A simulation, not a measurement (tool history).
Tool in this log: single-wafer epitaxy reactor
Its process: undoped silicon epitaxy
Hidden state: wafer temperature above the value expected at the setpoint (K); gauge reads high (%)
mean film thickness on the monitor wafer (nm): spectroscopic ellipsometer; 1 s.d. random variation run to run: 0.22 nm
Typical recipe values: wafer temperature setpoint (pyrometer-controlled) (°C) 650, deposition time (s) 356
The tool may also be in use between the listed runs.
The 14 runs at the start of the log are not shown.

run	hour	wafer temperature setpoint (pyrometer-controlled) (°C)	deposition time (s)	wafers since the last listed run	hours since the last pyrometer calibration	hours since the gauge calibration	read-back reference wafer on the same gauge, thickness_nm	mean film thickness on the monitor wafer (nm)
15	715.4	650	356	189	2502.5	1454.1	66.717	56.952
16	740.6	650	356	148	2527.7	1479.3	66.693	56.594
17	793.9	650	356	314	2581	1532.6	66.759	56.716
# hour 824.6: pyrometer calibrated
18	825.1	662	404	136	0.5	1563.8	66.68	91.242
19	852.4	650	356	160	27.8	1591.1	66.721	59.991
20	905.8	657	313	314	81.2	1644.5	66.649	62.479
21	962.9	662	331	336	138.3	1701.6	66.719	74.597
22	1010.2	643	325	278	185.6	1748.9	66.789	45.711
# hour 1073.1: pyrometer calibrated, repeated, since the last time left the tool worse
23	1074.6	654	356	332	1.5	1813.3	66.733	63.209
24	1121.8	639	426	278	48.7	1860.5	66.694	52.347
25	1149.2	663	356	161	76.1	1887.9	66.774	79.154
# hour 1159.1: gauge calibrated
26	1261	663	356	658	187.9	101.9	66.71	79.789
27	1324.2	650	356	372	251.1	165.1	66.712	57.782
28	1373.5	663	396	290	300.4	214.4	66.704	88.294

What does the tool deliver on the next run?
29	1431.3	650	401	340	358.2	272.2	?	?

Logged for run 29: read-back reference wafer on the same gauge, thickness_nm 66.686, mean film thickness on the monitor wafer (nm) 65.073.
Were there no unlogged condition in the tool, this run, its random variation unchanged, would have produced mean film thickness on the monitor wafer (nm) 65.02.
